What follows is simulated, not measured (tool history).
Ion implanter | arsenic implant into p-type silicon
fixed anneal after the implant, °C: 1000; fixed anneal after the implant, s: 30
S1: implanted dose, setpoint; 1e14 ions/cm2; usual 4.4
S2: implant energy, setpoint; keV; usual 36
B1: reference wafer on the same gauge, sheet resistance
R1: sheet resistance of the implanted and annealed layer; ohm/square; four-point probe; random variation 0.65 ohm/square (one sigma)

{"run": 1, "day": 0.0, "S1": 4.4, "S2": 36, "B1": 206.81, "R1": 195.72}
{"run": 2, "day": 1.108, "S1": 4.4, "S2": 36, "B1": 207.08, "R1": 195.6}
{"run": 3, "day": 1.838, "S1": 4.4, "S2": 36, "B1": 207.11, "R1": 196.68}
{"run": 4, "day": 3.242, "S1": 4.4, "S2": 36, "B1": 207.19, "R1": 195.87}
{"run": 5, "day": 4.404, "S1": 4.4, "S2": 36, "B1": 207.02, "R1": 194.54}
{"run": 6, "day": 5.708, "S1": 4.4, "S2": 36, "B1": 207.1, "R1": 195.19}
{"run": 7, "day": 8.525, "S1": 4.4, "S2": 36, "B1": 206.78, "R1": 196.06}
{"run": 8, "day": 9.108, "S1": 4.4, "S2": 29.5, "B1": 206.96, "R1": 202.36}
{"run": 9, "day": 9.85, "S1": 4.4, "S2": 29.5, "B1": 206.97, "R1": 201.36}
{"run": 10, "day": 10.55, "S1": 4.4, "S2": 29.5, "B1": 207.13, "R1": 201.54}
{"run": 11, "day": 11.575, "S1": 4.4, "S2": 36, "B1": 207.28, "R1": 194.24}
{"day": 11.825, "done": "gauge calibrated"}
{"run": 12, "day": 12.704, "S1": 4.4, "S2": 36, "B1": 207.17, "R1": 194.75}
{"day": 13.058, "done": "extraction supply calibrated"}
{"run": 13, "day": 13.271, "S1": 4.4, "S2": 36, "B1": 207.16, "R1": 194.23}
{"run": 14, "day": 14.725, "S1": 4.4, "S2": 31.5, "B1": 207.01, "R1": 199.2}
{"day": 15.3, "done": "Faraday cup replaced and dose calibrated"}
{"run": 15, "day": 15.829, "S1": 4.4, "S2": 31.5, "B1": 207.18, "R1": 204.99}
{"run": 16, "day": 16.358, "S1": 5.43, "S2": 46.5, "B1": 207.05, "R1": 165.38}
{"run": 17, "day": 17.092, "S1": 4.99, "S2": 41.5, "B1": 207.15, "R1": 178.74}
{"run": 18, "day": 17.958, "S1": 4.4, "S2": 36, "B1": 207.15, "R1": 201.09}
{"run": 19, "day": 18.983, "S1": 4.4, "S2": 47.5, "B1": 206.85, "R1": 193.64}
{"run": 20, "day": 21.121, "S1": 5.01, "S2": 23.5, "B1": 206.66, "R1": 192.98}
{"run": 21, "day": 22.338, "S1": 4.4, "S2": 41, "B1": 207, "R1": 195.72}
{"run": 22, "day": 23.292, "S1": 3.41, "S2": 26.5, "B1": 206.76, "R1": 252.78}
{"run": 23, "day": 24.746, "S1": 5.54, "S2": 39, "B1": 206.89, "R1": 164.5}
{"run": 24, "day": 26.183, "S1": 4.4, "S2": 47.5, "B1": 206.87, "R1": 191.22}
{"run": 25, "day": 26.879, "S1": 5.43, "S2": 46.5, "B1": 206.87, "R1": 163.77}
{"run": 26, "day": 27.862, "S1": 4.4, "S2": 30, "B1": 206.94, "R1": 204.33}
{"run": 27, "day": 29.075, "S1": 4.4, "S2": 36, "B1": 206.88, "R1": 198.55}
{"run": 28, "day": 30.292, "S1": 3.79, "S2": 32, "B1": 206.99, "R1": 226}
{"run": 29, "day": 32.671, "S1": 4.83, "S2": 36, "B1": 207.06, "R1": 185.15}
{"run": 30, "day": 33.704, "S1": 4.4, "S2": 36, "B1": 207.04, "R1": 197.97}
{"run": 31, "day": 34.358, "S1": 3.91, "S2": 42, "B1": 207.15, "R1": 213.48}

Measured less the same run without the tool's hidden state. The same run-to-run variation is in both; the gauge's scatter may not be:
The hidden state here: deviation of the true dose from the Faraday cup's reading, %; deviation of the true energy from its setpoint, %; gauge reads high (%).
run=1 R1=-5.22
run=2 R1=-5.25
run=3 R1=-5.3
run=4 R1=-5.31
run=5 R1=-5.31
run=6 R1=-5.35
run=7 R1=-5.44
run=8 R1=-5.58
run=9 R1=-5.57
run=10 R1=-5.59
run=11 R1=-5.45
run=12 R1=-5.48
run=13 R1=-5.48
run=14 R1=-5.61
run=15 R1=+0.26
run=16 R1=+0.11
run=17 R1=-0.05
run=18 R1=-0.25
run=19 R1=-0.47
run=20 R1=-0.88
run=21 R1=-1.15
run=22 R1=-1.7
run=23 R1=-1.35
run=24 R1=-1.79
run=25 R1=-1.65
run=26 R1=-2.18
run=27 R1=-2.31
run=28 R1=-2.82
run=29 R1=-2.63
run=30 R1=-2.94
run=31 R1=-3.25
